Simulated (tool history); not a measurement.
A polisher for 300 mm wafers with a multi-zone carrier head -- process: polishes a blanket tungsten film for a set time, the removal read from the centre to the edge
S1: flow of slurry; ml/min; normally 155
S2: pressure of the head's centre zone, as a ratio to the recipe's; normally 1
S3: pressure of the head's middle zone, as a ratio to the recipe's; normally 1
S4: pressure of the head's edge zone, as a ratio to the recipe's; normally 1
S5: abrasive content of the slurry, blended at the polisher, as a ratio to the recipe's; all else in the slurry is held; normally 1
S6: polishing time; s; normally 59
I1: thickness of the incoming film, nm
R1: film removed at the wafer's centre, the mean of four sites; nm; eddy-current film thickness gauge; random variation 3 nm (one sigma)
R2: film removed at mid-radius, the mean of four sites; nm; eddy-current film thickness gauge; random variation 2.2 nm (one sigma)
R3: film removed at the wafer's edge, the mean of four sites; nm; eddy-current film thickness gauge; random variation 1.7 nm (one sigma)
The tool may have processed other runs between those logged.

Run 1, hour 0: usual settings; I1 938.5. Result: R1 238.2 nm, R2 235.7 nm, R3 238.2 nm.
At hour 56: centre zone pressure recalibrated.
Run 2, hour 75.4: usual settings but S1 120 ml/min; I1 929.7. Result: R1 217.9 nm, R2 216.5 nm, R3 226.9 nm.
At hour 275.3: worn pad replaced by a new one.
Run 3, hour 302.2: usual settings but S4 0.93; I1 943. Result: R1 232.6 nm, R2 223.2 nm, R3 224.2 nm.
At hour 389.2: edge zone pressure recalibrated.
Run 4, hour 400.4: usual settings but S1 120 ml/min, S2 1.09; I1 944.2. Result: R1 210.5 nm, R2 196.4 nm, R3 210.8 nm.
At hour 421: slurry nozzle cleaned.
Run 5, hour 506.7: usual settings but S3 0.9, S6 72 s; I1 939.2. Result: R1 296.4 nm, R2 263 nm, R3 292.7 nm.
Run 6, hour 566.7: usual settings but S2 1.07, S4 0.88, S5 1.2, S6 52 s; I1 944.2. Result: R1 230.3 nm, R2 214.4 nm, R3 208.8 nm.
Run 7, hour 672.5: usual settings but S1 110 ml/min, S4 1.07; I1 941.6. Result: R1 218.3 nm, R2 216.4 nm, R3 229.8 nm.
Run 8, hour 739.8: usual settings; I1 933. Result: R1 241.3 nm, R2 238 nm, R3 238 nm.
Run 9, hour 833.1: usual settings but S1 130 ml/min, S2 0.97, S3 0.95, S4 1.1; I1 928. Result: R1 219.4 nm, R2 209.4 nm, R3 237.1 nm.
Run 10, hour 917.8: usual settings; I1 926.9. Result: R1 235.2 nm, R2 228.3 nm, R3 233.4 nm.
At hour 950: worn pad replaced by a new one.
Run 11, hour 969.5: usual settings but S3 1.07, S4 0.95, S5 0.8, S6 68 s; I1 947.8. Result: R1 249.5 nm, R2 263.5 nm, R3 252 nm.
Run 12, hour 1033.3: usual settings but S4 1.07; I1 929. Result: R1 227.7 nm, R2 221.4 nm, R3 234.1 nm.
At hour 1059.8: slurry nozzle cleaned.
At hour 1115.2: carrier head's membrane replaced by a new one.
Run 13, hour 1133.6: usual settings; I1 945.1. Result: R1 247.8 nm, R2 244.6 nm, R3 243.1 nm.
Run 14, hour 1240.4: usual settings but S1 180 ml/min; I1 948.4. Result: R1 256.6 nm, R2 246.7 nm, R3 245.5 nm.
Run 15, hour 1338.9: usual settings but S1 115 ml/min, S3 1.09, S5 1.1, S6 54 s; I1 930. Result: R1 207.3 nm, R2 221.7 nm, R3 210.3 nm.
Run 16, hour 1430.8: usual settings but S1 170 ml/min, S3 0.93, S5 1.2; I1 953.7. Result: R1 248.7 nm, R2 230.6 nm, R3 249.8 nm.
At hour 1452: edge zone pressure recalibrated.
Run 17, hour 1503.3: usual settings but S6 73 s; I1 953. Result: R1 290.3 nm, R2 286.7 nm, R3 293.8 nm.
At hour 1572.3: centre zone pressure recalibrated.
Run 18, hour 1586.3: usual settings; I1 939.4. Result: R1 235.1 nm, R2 230.6 nm, R3 231.8 nm.
At hour 1600.2: worn pad replaced by a new one.
At hour 1681.5: slurry nozzle cleaned.
Run 19, hour 1694: usual settings but S3 1.11, S4 0.9; I1 933.6. Result: R1 239.3 nm, R2 261.5 nm, R3 230.8 nm.
Run 20, hour 1734.3: usual settings but S2 1.08; I1 943.8. Result: R1 258.7 nm, R2 234 nm, R3 240.8 nm.

Each row is a separate what-if for the run after 20, all from the same tool condition, not one after another. Results?
Run A, hour 1734.7: usual settings; I1 951. Result: R1 ?, R2 ?, R3 ?.
Run B, hour 1734.7: usual settings but S2 1.07, S3 0.89; I1 951. Result: R1 ?, R2 ?, R3 ?.
Run C, hour 1734.7: usual settings but S1 115 ml/min; I1 951. Result: R1 ?, R2 ?, R3 ?.
Run D, hour 1734.7: usual settings but S2 1.11, S4 1.09, S6 44 s; I1 951. Result: R1 ?, R2 ?, R3 ?.
Run E, hour 1734.7: usual settings but S1 190 ml/min, S3 0.91, S5 0.8; I1 951. Result: R1 ?, R2 ?, R3 ?.

run     R1     R2     R3
  A  241.1  241.2  239.1
  B  254.4  218.7  239.5
  C  221.6    224    227
  D  195.6  179.8  184.9
  E  242.1  222.9  236.9
Without the tool's unlogged condition, the same runs would have read:
run     R1     R2     R3
  A  242.7  242.6  240.1
  B    256    220  240.4
  C  223.6  225.7  228.2
  D  196.8  180.8  185.7
  E  243.4  223.9  237.7
